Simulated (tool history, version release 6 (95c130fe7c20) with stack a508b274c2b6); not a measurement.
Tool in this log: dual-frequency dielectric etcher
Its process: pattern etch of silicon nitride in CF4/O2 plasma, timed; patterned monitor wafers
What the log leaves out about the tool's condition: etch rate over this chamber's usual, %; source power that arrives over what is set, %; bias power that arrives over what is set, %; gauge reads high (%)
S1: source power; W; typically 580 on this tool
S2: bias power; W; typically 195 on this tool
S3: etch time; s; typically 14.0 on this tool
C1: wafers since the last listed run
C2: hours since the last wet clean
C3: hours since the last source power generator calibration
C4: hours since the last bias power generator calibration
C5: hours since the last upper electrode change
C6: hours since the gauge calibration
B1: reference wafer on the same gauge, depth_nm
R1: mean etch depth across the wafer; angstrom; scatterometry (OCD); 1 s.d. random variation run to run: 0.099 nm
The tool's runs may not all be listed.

Run 1, hour 0.0: usual settings but S2 206 W; C1 0; C2 66.4; C3 3471.1; C4 2486.7; C5 3667.7; C6 441.5; B1 32.56. Result: R1 363.8 angstrom.
Run 2, hour 17.2: usual settings but S1 480 W, S2 227 W; C1 195; C2 83.6; C3 3488.3; C4 2503.9; C5 3684.9; C6 458.7; B1 32.57. Result: R1 307.3 angstrom.
Run 3, hour 30.6: usual settings but S1 480 W, S2 227 W; C1 152; C2 97.0; C3 3501.7; C4 2517.3; C5 3698.3; C6 472.1; B1 32.56. Result: R1 306.9 angstrom.
Run 4, hour 55.4: usual settings but S1 480 W, S2 227 W; C1 281; C2 121.8; C3 3526.5; C4 2542.1; C5 3723.1; C6 496.9; B1 32.54. Result: R1 306.9 angstrom.
Run 5, hour 90.3: usual settings; C1 396; C2 156.7; C3 3561.4; C4 2577.0; C5 3758.0; C6 531.8; B1 32.55. Result: R1 356.5 angstrom.
At hour 110.8: gauge calibrated.
Run 6, hour 118.5: usual settings; C1 320; C2 184.9; C3 3589.6; C4 2605.2; C5 3786.2; C6 7.7; B1 32.86. Result: R1 359.4 angstrom.
Run 7, hour 134.3: usual settings; C1 179; C2 200.7; C3 3605.4; C4 2621.0; C5 3802.0; C6 23.5; B1 32.84. Result: R1 359.1 angstrom.
Run 8, hour 158.4: usual settings but S1 500 W; C1 273; C2 224.8; C3 3629.5; C4 2645.1; C5 3826.1; C6 47.6; B1 32.79. Result: R1 306.3 angstrom.
At hour 193.0: upper electrode replaced.
Run 9, hour 193.5: usual settings but S3 12.5 s; C1 126; C2 259.9; C3 3664.6; C4 2680.2; C5 0.5; C6 82.7; B1 32.71. Result: R1 319.5 angstrom.
Run 10, hour 219.9: usual settings but S3 12.5 s; C1 300; C2 286.3; C3 3691.0; C4 2706.6; C5 26.9; C6 109.1; B1 32.66. Result: R1 318.2 angstrom.
Run 11, hour 249.2: usual settings but S1 510 W, S2 151 W; C1 332; C2 315.6; C3 3720.3; C4 2735.9; C5 56.2; C6 138.4; B1 32.64. Result: R1 287.4 angstrom.
Run 12, hour 272.4: usual settings; C1 263; C2 338.8; C3 3743.5; C4 2759.1; C5 79.4; C6 161.6; B1 32.59. Result: R1 357.1 angstrom.
Run 13, hour 341.2: usual settings; C1 781; C2 407.6; C3 3812.3; C4 2827.9; C5 148.2; C6 230.4; B1 32.53. Result: R1 354.7 angstrom.
At hour 353.3: bias power generator calibrated.
Run 14, hour 355.2: usual settings but S1 680 W, S3 17.5 s; C1 113; C2 421.6; C3 3826.3; C4 1.9; C5 162.2; C6 244.4; B1 32.52. Result: R1 525.0 angstrom.
Run 15, hour 387.4: usual settings but S1 690 W, S3 12.5 s; C1 365; C2 453.8; C3 3858.5; C4 34.1; C5 194.4; C6 276.6; B1 32.50. Result: R1 378.6 angstrom.
Run 16, hour 408.8: usual settings but S1 510 W, S2 168 W, S3 16.5 s; C1 243; C2 475.2; C3 3879.9; C4 55.5; C5 215.8; C6 298.0; B1 32.48. Result: R1 348.6 angstrom.
At hour 450.2: wet clean of the chamber.
Run 17, hour 450.7: usual settings but S2 177 W; C1 203; C2 0.5; C3 3921.8; C4 97.4; C5 257.7; C6 339.9; B1 32.45. Result: R1 343.6 angstrom.
Run 18, hour 468.1: usual settings but S1 680 W, S2 219 W, S3 12.5 s; C1 197; C2 17.9; C3 3939.2; C4 114.8; C5 275.1; C6 357.3; B1 32.46. Result: R1 388.5 angstrom.
Run 19, hour 495.4: usual settings; C1 310; C2 45.2; C3 3966.5; C4 142.1; C5 302.4; C6 384.6; B1 32.42. Result: R1 355.0 angstrom.
At hour 500.2: source power generator calibrated.
Run 20, hour 514.4: usual settings but S1 710 W; C1 170; C2 64.2; C3 14.2; C4 161.1; C5 321.4; C6 403.6; B1 32.43. Result: R1 436.8 angstrom.
Run 21, hour 541.4: usual settings but S2 174 W, S3 12.5 s; C1 306; C2 91.2; C3 41.2; C4 188.1; C5 348.4; C6 430.6; B1 32.43. Result: R1 303.8 angstrom.
Run 22, hour 574.2: usual settings but S1 450 W, S2 230 W, S3 12.0 s; C1 372; C2 124.0; C3 74.0; C4 220.9; C5 381.2; C6 463.4; B1 32.42. Result: R1 245.8 angstrom.
Run 23, hour 600.2: usual settings but S1 530 W, S2 150 W, S3 13.0 s; C1 295; C2 150.0; C3 100.0; C4 246.9; C5 407.2; C6 489.4; B1 32.42. Result: R1 274.2 angstrom.

Expected results for the next run?
Run 24, hour 619.0: usual settings but S2 215 W, S3 17.0 s; C1 213; C2 168.8; C3 118.8; C4 265.7; C5 426.0; C6 508.2; B1 ?. Result: R1 ?.

Run 24 came out at B1 32.42, R1 442.9 angstrom.
Take away the tool's hidden state, keep the run-to-run variation as it was, and the same run would have given R1 451.0 angstrom.

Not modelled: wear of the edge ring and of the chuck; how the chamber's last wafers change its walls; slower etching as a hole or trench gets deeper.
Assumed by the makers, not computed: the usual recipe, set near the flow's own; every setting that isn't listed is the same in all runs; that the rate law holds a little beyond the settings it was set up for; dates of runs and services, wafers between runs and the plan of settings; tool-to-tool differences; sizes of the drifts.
